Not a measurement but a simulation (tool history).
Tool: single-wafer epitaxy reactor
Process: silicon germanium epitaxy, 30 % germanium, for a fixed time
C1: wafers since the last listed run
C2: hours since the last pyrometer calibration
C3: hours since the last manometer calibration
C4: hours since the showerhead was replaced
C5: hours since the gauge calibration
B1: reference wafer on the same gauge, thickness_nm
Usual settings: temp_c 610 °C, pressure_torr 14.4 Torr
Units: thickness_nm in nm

Run 1, hour 0: usual settings but pressure_torr 13.1 Torr; C1 0; C2 1435.1; C3 1395.5; C4 3759.6; C5 368.9; B1 71.705. Result: thickness_nm 64.867 nm.
Run 2, hour 19.7: usual settings but pressure_torr 13.1 Torr; C1 242; C2 1454.8; C3 1415.2; C4 3779.3; C5 388.6; B1 71.731. Result: thickness_nm 64.848 nm.
Run 3, hour 47.3: usual settings but temp_c 602 °C; C1 339; C2 1482.4; C3 1442.8; C4 3806.9; C5 416.2; B1 71.698. Result: thickness_nm 58.576 nm.
Run 4, hour 82.1: usual settings but temp_c 602 °C; C1 427; C2 1517.2; C3 1477.6; C4 3841.7; C5 451; B1 71.766. Result: thickness_nm 59.116 nm.
Run 5, hour 101.2: usual settings but temp_c 602 °C; C1 234; C2 1536.3; C3 1496.7; C4 3860.8; C5 470.1; B1 71.782. Result: thickness_nm 58.884 nm.
Run 6, hour 124.1: usual settings but pressure_torr 11.8 Torr; C1 281; C2 1559.2; C3 1519.6; C4 3883.7; C5 493; B1 71.789. Result: thickness_nm 62.69 nm.
Run 7, hour 148.7: usual settings but pressure_torr 11.8 Torr; C1 302; C2 1583.8; C3 1544.2; C4 3908.3; C5 517.6; B1 71.621. Result: thickness_nm 62.996 nm.
Run 8, hour 175.3: usual settings; C1 327; C2 1610.4; C3 1570.8; C4 3934.9; C5 544.2; B1 71.809. Result: thickness_nm 66.798 nm.
Run 9, hour 188.5: usual settings; C1 162; C2 1623.6; C3 1584; C4 3948.1; C5 557.4; B1 71.806. Result: thickness_nm 66.852 nm.
Run 10, hour 220.9: usual settings; C1 398; C2 1656; C3 1616.4; C4 3980.5; C5 589.8; B1 71.92. Result: thickness_nm 66.797 nm.
Run 11, hour 256.5: usual settings; C1 437; C2 1691.6; C3 1652; C4 4016.1; C5 625.4; B1 71.896. Result: thickness_nm 66.926 nm.
Run 12, hour 287.8: usual settings; C1 384; C2 1722.9; C3 1683.3; C4 4047.4; C5 656.7; B1 71.805. Result: thickness_nm 67.713 nm.
Run 13, hour 306.1: usual settings; C1 225; C2 1741.2; C3 1701.6; C4 4065.7; C5 675; B1 71.792. Result: thickness_nm 67.062 nm.
At hour 323: showerhead replaced.
Run 14, hour 332.2: usual settings; C1 222; C2 1767.3; C3 1727.7; C4 9.2; C5 701.1; B1 71.602. Result: thickness_nm 67.585 nm.
Run 15, hour 361.7: usual settings; C1 362; C2 1796.8; C3 1757.2; C4 38.7; C5 730.6; B1 71.897. Result: thickness_nm 67.562 nm.
At hour 361.8: gauge calibrated.
Run 16, hour 391.5: usual settings but temp_c 605 °C, pressure_torr 18 Torr; C1 366; C2 1826.6; C3 1787; C4 68.5; C5 29.7; B1 71.982. Result: thickness_nm 67.578 nm.
At hour 411.2: pyrometer calibrated.
Run 17, hour 413.3: usual settings but temp_c 606 °C, pressure_torr 12 Torr; C1 169; C2 2.1; C3 1808.8; C4 90.3; C5 51.5; B1 71.714. Result: thickness_nm 55.831 nm.
Run 18, hour 448.4: usual settings; C1 431; C2 37.2; C3 1843.9; C4 125.4; C5 86.6; B1 71.765. Result: thickness_nm 62.907 nm.
Run 19, hour 463.6: usual settings; C1 186; C2 52.4; C3 1859.1; C4 140.6; C5 101.8; B1 71.923. Result: thickness_nm 63.404 nm.
Run 20, hour 479.3: usual settings but temp_c 601 °C, pressure_torr 17.7 Torr; C1 193; C2 68.1; C3 1874.8; C4 156.3; C5 117.5; B1 71.905. Result: thickness_nm 58.518 nm.
Run 21, hour 497.9: usual settings but temp_c 606 °C; C1 228; C2 86.7; C3 1893.4; C4 174.9; C5 136.1; B1 71.899. Result: thickness_nm 59.164 nm.
At hour 518.7: capacitance manometer re-zeroed and calibrated.
Run 22, hour 532.2: usual settings but temp_c 605 °C, pressure_torr 18 Torr; C1 323; C2 121; C3 13.5; C4 209.2; C5 170.4; B1 71.678. Result: thickness_nm 62.87 nm.
Run 23, hour 566.2: usual settings but temp_c 602 °C, pressure_torr 17.5 Torr; C1 418; C2 155; C3 47.5; C4 243.2; C5 204.4; B1 71.823. Result: thickness_nm 59.332 nm.
Run 24, hour 588.2: usual settings; C1 270; C2 177; C3 69.5; C4 265.2; C5 226.4; B1 71.705. Result: thickness_nm 62.933 nm.
Run 25, hour 615.9: usual settings; C1 340; C2 204.7; C3 97.2; C4 292.9; C5 254.1; B1 71.732. Result: thickness_nm 63.432 nm.
Run 26, hour 629.8: usual settings but temp_c 601 °C; C1 170; C2 218.6; C3 111.1; C4 306.8; C5 268; B1 71.82. Result: thickness_nm 54.597 nm.
Run 27, hour 733.5: usual settings but temp_c 618 °C; C1 1275; C2 322.3; C3 214.8; C4 410.5; C5 371.7; B1 71.867. Result: thickness_nm 71.84 nm.
Run 28, hour 761.2: usual settings but temp_c 615 °C, pressure_torr 13.2 Torr; C1 340; C2 350; C3 242.5; C4 438.2; C5 399.4; B1 71.906. Result: thickness_nm 66.873 nm.
Run 29, hour 778.2: usual settings but temp_c 595 °C, pressure_torr 10.8 Torr; C1 209; C2 367; C3 259.5; C4 455.2; C5 416.4; B1 71.88. Result: thickness_nm 45.463 nm.
Run 30, hour 793.7: usual settings but pressure_torr 16.3 Torr; C1 190; C2 382.5; C3 275; C4 470.7; C5 431.9; B1 71.684. Result: thickness_nm 66.877 nm.
Run 31, hour 814.2: usual settings but temp_c 605 °C, pressure_torr 15.9 Torr; C1 252; C2 403; C3 295.5; C4 491.2; C5 452.4; B1 71.653. Result: thickness_nm 61.02 nm.

What the log doesn't show, run by run:
true pressure above the setpoint (%): 0 in every run
gauge reads high (%): 0 in every run
H1: wafer temperature above the value expected at the setpoint (K)
run      H1
  1    3.26
  2    3.31
  3    3.37
  4    3.45
  5    3.49
  6    3.54
  7     3.6
  8    3.65
  9    3.68
 10    3.76
 11    3.84
 12    3.91
 13    3.95
 14       4
 15    4.07
 16    4.14
 17  -0.326
 18  -0.248
 19  -0.214
 20  -0.179
 21  -0.137
 22  -0.061
 23  0.0147
 24  0.0636
 25   0.125
 26   0.156
 27   0.387
 28   0.449
 29   0.487
 30   0.521
 31   0.567
